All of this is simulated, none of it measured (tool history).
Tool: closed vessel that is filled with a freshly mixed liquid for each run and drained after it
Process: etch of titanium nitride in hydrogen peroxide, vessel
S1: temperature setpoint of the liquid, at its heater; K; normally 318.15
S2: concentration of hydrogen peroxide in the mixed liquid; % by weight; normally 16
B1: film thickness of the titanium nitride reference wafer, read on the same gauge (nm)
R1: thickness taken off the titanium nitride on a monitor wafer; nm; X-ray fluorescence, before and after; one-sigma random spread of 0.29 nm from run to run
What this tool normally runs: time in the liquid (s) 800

run 1 hour=0 | S1=318.15 S2=16 time_in_the_liquid_(s)=800 | B1=100.01 | R1=33.17
run 2 hour=13.5 | S1=318.15 S2=16 time_in_the_liquid_(s)=800 | B1=100.01 | R1=32.78
run 3 hour=28.4 | S1=318.15 S2=16 time_in_the_liquid_(s)=800 | B1=99.97 | R1=32.7
run 4 hour=42.9 | S1=318.15 S2=16 time_in_the_liquid_(s)=800 | B1=99.99 | R1=32.53
run 5 hour=49.5 | S1=318.15 S2=16 time_in_the_liquid_(s)=800 | B1=100 | R1=32.6
run 6 hour=56.4 | S1=318.15 S2=16 time_in_the_liquid_(s)=610 | B1=99.96 | R1=24.52
-- hour=68.5 peroxide flow meter replaced
run 7 hour=73.7 | S1=323.15 S2=13 time_in_the_liquid_(s)=565 | B1=100.01 | R1=31.72
-- hour=76.6 new drum of peroxide connected
run 8 hour=90.8 | S1=312.15 S2=16 time_in_the_liquid_(s)=800 | B1=99.98 | R1=20.81
run 9 hour=108.1 | S1=321.15 S2=18.5 time_in_the_liquid_(s)=955 | B1=100 | R1=50.82
run 10 hour=123.6 | S1=325.15 S2=16 time_in_the_liquid_(s)=1205 | B1=99.98 | R1=83.22
-- hour=127 thermometer replaced
run 11 hour=137.2 | S1=318.15 S2=16 time_in_the_liquid_(s)=800 | B1=99.97 | R1=32.71
run 12 hour=148.3 | S1=318.15 S2=18.5 time_in_the_liquid_(s)=800 | B1=100.03 | R1=34.23
run 13 hour=165.2 | S1=318.15 S2=16 time_in_the_liquid_(s)=800 | B1=99.95 | R1=32.79
run 14 hour=179.6 | S1=325.65 S2=16 time_in_the_liquid_(s)=800 | B1=100.02 | R1=56.5
run 15 hour=189.5 | S1=325.15 S2=16 time_in_the_liquid_(s)=1165 | B1=99.96 | R1=79.72
run 16 hour=198.2 | S1=313.15 S2=16 time_in_the_liquid_(s)=800 | B1=100 | R1=22.61
run 17 hour=213.7 | S1=323.65 S2=12 time_in_the_liquid_(s)=1075 | B1=100.06 | R1=62.85
run 18 hour=224.8 | S1=318.15 S2=13.5 time_in_the_liquid_(s)=565 | B1=99.97 | R1=22.24
run 19 hour=236.8 | S1=314.65 S2=14.5 time_in_the_liquid_(s)=625 | B1=99.96 | R1=19.09
run 20 hour=252.2 | S1=315.65 S2=12 time_in_the_liquid_(s)=640 | B1=99.99 | R1=20.37
run 21 hour=263 | S1=314.15 S2=13.5 time_in_the_liquid_(s)=665 | B1=99.95 | R1=19.52
run 22 hour=278.5 | S1=326.65 S2=14 time_in_the_liquid_(s)=1245 | B1=100 | R1=91.22
run 23 hour=289.7 | S1=318.15 S2=16 time_in_the_liquid_(s)=800 | B1=100.02 | R1=32.68
run 24 hour=300.6 | S1=318.15 S2=20.5 time_in_the_liquid_(s)=945 | B1=100 | R1=40.92
run 25 hour=317.8 | S1=309.15 S2=14.5 time_in_the_liquid_(s)=800 | B1=100 | R1=16.16
run 26 hour=331 | S1=318.15 S2=16 time_in_the_liquid_(s)=800 | B1=99.99 | R1=32.91
run 27 hour=341.3 | S1=324.15 S2=16 time_in_the_liquid_(s)=800 | B1=100.02 | R1=50.86
run 28 hour=356.7 | S1=318.15 S2=12 time_in_the_liquid_(s)=800 | B1=100.05 | R1=30.82
run 29 hour=366.4 | S1=318.15 S2=13.5 time_in_the_liquid_(s)=565 | B1=100.02 | R1=22.4

Estimate the outcome of run 30 from the log above:
run 30 hour=382.7 | S1=318.15 S2=19.5 time_in_the_liquid_(s)=800 | B1=? | R1=?

B1: 100.01
R1: 34.33 nm
With the hidden condition absent and the run-to-run variation left alone, this run would have shown R1 34.33 nm.
